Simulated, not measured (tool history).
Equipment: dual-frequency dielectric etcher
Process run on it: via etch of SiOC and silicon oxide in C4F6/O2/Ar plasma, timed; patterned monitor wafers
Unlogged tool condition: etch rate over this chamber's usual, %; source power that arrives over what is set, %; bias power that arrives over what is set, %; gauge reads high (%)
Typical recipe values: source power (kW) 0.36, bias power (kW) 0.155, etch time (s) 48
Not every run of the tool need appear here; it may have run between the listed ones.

run    hour  source power (kW)  bias power (kW)  etch time (s)  wafers since the last listed run  hours since the last wet clean  hours since the last source power generator calibration  hours since the last bias power generator calibration  hours since the last upper electrode change  hours since the gauge calibration  read-back reference wafer on the same gauge, depth_nm  mean etch depth across the wafer (angstrom)
  1       0               0.36            0.155             48                                 0                           187.7                                                   3747.2                                                 1943.4                                       5453.6                              160.8                                                  53.55                                          503
  2    93.3               0.36            0.155             48                               951                             281                                                   3840.5                                                 2036.7                                       5546.9                              254.1                                                  53.52                                        498.9
  3   138.1               0.36            0.155             48                               456                           325.8                                                   3885.3                                                 2081.5                                       5591.7                              298.9                                                  53.61                                        502.2
      205.3  -- wet clean of the chamber
  4   222.4               0.36            0.155             40                               615                            17.1                                                   3969.6                                                 2165.8                                         5676                              383.2                                                   53.6                                        414.7
  5   315.9               0.36            0.155             40                               953                           110.6                                                   4063.1                                                 2259.3                                       5769.5                              476.7                                                  53.65                                        419.9
      383.8  -- upper electrode replaced
  6   406.8               0.36            0.155             40                               682                           201.5                                                     4154                                                 2350.2                                           23                              567.6                                                  53.59                                        411.4
  7   484.7               0.32            0.155             48                               794                           279.4                                                   4231.9                                                 2428.1                                        100.9                              645.5                                                  53.58                                        479.2
      561.4  -- wet clean of the chamber
      604.5  -- bias power generator calibrated
  8   683.3               0.44            0.126           34.5                              1740                           121.9                                                   4430.5                                                   78.8                                        299.5                              844.1                                                  53.62                                        341.4
      714.4  -- source power generator calibrated
  9   725.7               0.36            0.155             48                               391                           164.3                                                     11.3                                                  121.2                                        341.9                              886.5                                                  53.51                                        494.6
 10   823.1               0.34            0.141             57                               993                           261.7                                                    108.7                                                  218.6                                        439.3                              983.9                                                  53.54                                        551.6
      851.1  -- gauge calibrated
      887.4  -- wet clean of the chamber
 11   905.6               0.36            0.155             40                               596                            18.2                                                    191.2                                                  301.1                                        521.8                               54.5                                                  53.54                                          418
 12   979.2               0.43            0.138           57.5                               750                            91.8                                                    264.8                                                  374.7                                        595.4                              128.1                                                   53.6                                        602.7
 13  1039.8               0.43            0.155           38.5                               618                           152.4                                                    325.4                                                  435.3                                          656                              188.7                                                  53.59                                        420.8
 14  1090.5               0.36            0.187             48                               517                           203.1                                                    376.1                                                    486                                        706.7                              239.4                                                   53.6                                        552.5
 15  1151.4               0.36            0.155             48                               621                             264                                                      437                                                  546.9                                        767.6                              300.3                                                  53.57                                        498.6

Forecast each of these 5 alternatives for the next run:
  A  1151.8               0.36            0.155             48                                 4                           264.4                                                    437.4                                                  547.3                                          768                              300.7                                                      ?                                            ?
  B  1151.8               0.36             0.14             48                                 4                           264.4                                                    437.4                                                  547.3                                          768                              300.7                                                      ?                                            ?
  C  1151.8               0.44            0.155             35                                 4                           264.4                                                    437.4                                                  547.3                                          768                              300.7                                                      ?                                            ?
  D  1151.8               0.36            0.142             48                                 4                           264.4                                                    437.4                                                  547.3                                          768                              300.7                                                      ?                                            ?
  E  1151.8               0.33            0.155           35.5                                 4                           264.4                                                    437.4                                                  547.3                                          768                              300.7                                                      ?                                            ?

run  read-back reference wafer on the same gauge, depth_nm  mean etch depth across the wafer (angstrom)
  A                                                  53.57                                        495.9
  B                                                  53.57                                        470.8
  C                                                  53.57                                        387.3
  D                                                  53.57                                        474.3
  E                                                  53.57                                        356.2
What these runs would have given with no unlogged condition in the tool:
run  mean etch depth across the wafer (angstrom)
  A                                        495.9
  B                                        470.8
  C                                        387.3
  D                                        474.3
  E                                        356.2

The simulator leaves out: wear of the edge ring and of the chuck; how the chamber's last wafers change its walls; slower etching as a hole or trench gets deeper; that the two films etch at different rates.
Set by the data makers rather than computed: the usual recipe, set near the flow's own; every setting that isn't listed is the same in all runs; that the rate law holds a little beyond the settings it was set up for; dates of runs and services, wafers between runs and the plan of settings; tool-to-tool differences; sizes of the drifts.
